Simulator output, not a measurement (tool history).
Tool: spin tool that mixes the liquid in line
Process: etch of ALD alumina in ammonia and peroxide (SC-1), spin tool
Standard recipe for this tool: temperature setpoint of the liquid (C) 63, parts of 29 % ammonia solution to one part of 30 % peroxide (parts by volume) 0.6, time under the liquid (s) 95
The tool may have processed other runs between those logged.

run,hour,temperature setpoint of the liquid (C),parts of 29 % ammonia solution to one part of 30 % peroxide (parts by volume),time under the liquid (s),"read-back film thickness of the ALD alumina reference wafer, read on the same gauge (nm)",thickness taken off the ALD alumina on a monitor wafer (angstrom)
1,0,63,0.6,95,49.99,174
# hour 3.3: gauge calibrated
2,12.3,63,0.6,95,50,173.7
3,29.9,55,0.6,95,49.99,115.1
4,39.3,56,0.6,95,50.02,121
5,51.6,54.5,0.6,95,49.98,112.1
6,63.3,63,0.5,120,49.97,215.9
7,73.4,67,0.6,95,49.97,211.2
# hour 81.1: ammonia flow meter replaced
8,81.6,59,0.35,95,50.02,134
9,97.9,69.5,0.45,125,50.02,305
10,112.7,63,0.6,95,50.01,172.3
# hour 126.5: new drum of ammonia solution connected
11,129.2,70,0.6,55,49.98,142
12,144.2,63,0.35,95,50.02,164.3
13,151.8,57,0.45,140,49.99,181.4
14,163.4,63,0.9,145,50.01,274.4
15,174.8,63,0.35,95,50.01,163.4
16,187.8,54.5,0.5,40,50,45.9
17,196.6,63,0.5,95,50.03,168.7
18,209.7,63,0.45,70,50.02,123.6
19,216.2,63,0.7,95,50.01,173.9
20,227.3,57,0.85,95,49.99,130.9
21,242.9,59,0.35,95,50,133.7
22,255.5,58.5,0.6,120,49.98,172.5
23,264.5,63,0.6,95,49.97,172.3
24,277.7,53.5,0.8,150,50.01,169.9
25,284.4,63,0.6,95,49.98,171.8
26,292.5,66.5,0.85,135,50.02,299.6

3 options for the next run, each taken on its own from the tool as it stands now. Forecast them:
A,292.9,63,0.6,95,?,?
B,292.9,60.5,0.6,95,?,?
C,292.9,70,0.4,95,?,?

run,"read-back film thickness of the ALD alumina reference wafer, read on the same gauge (nm)",thickness taken off the ALD alumina on a monitor wafer (angstrom)
A,49.99,171.6
B,49.99,151.1
C,49.99,233.2
Had the tool no hidden state, the same runs would have come out as:
run,thickness taken off the ALD alumina on a monitor wafer (angstrom)
A,174.9
B,154.1
C,237.5

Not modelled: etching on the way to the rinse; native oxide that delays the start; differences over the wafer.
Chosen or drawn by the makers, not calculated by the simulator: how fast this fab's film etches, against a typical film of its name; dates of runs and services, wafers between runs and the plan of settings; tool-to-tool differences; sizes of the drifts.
